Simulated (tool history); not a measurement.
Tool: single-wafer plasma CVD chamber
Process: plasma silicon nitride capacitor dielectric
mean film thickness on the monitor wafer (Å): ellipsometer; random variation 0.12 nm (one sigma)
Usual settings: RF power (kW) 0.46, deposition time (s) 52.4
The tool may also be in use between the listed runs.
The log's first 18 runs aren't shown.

run	hour	RF power (kW)	deposition time (s)	read-back reference wafer on the same gauge, thickness_nm	mean film thickness on the monitor wafer (Å)
19	281.9	0.425	46.1	89.4	705.24
20	296.8	0.405	46.8	89.431	709.71
21	311.4	0.46	52.4	89.384	807.33
22	328.5	0.4	42.8	89.394	647.88
23	336.9	0.515	44.4	89.487	695.9
24	354.1	0.49	62.3	89.383	969.62
# hour 363.5: gauge calibrated
25	365.2	0.46	57.6	89.386	886.3
26	381.8	0.46	52.4	89.382	807.89
27	397.5	0.46	45.9	89.372	708.83
28	404.4	0.46	52.4	89.439	807.65
29	411.4	0.515	47.1	89.392	737.27
30	426.4	0.46	52.4	89.374	808.49
31	470.3	0.38	46.5	89.405	699.4
32	483.8	0.46	47.4	89.408	731.03
33	501.3	0.435	58.2	89.44	888.7

Forecast run 34:
34	509	0.52	52.4	?	?

read-back reference wafer on the same gauge, thickness_nm: 89.399
mean film thickness on the monitor wafer (Å): 821.68
Without the tool's hidden state the same run would have given mean film thickness on the monitor wafer (Å) 822.45.
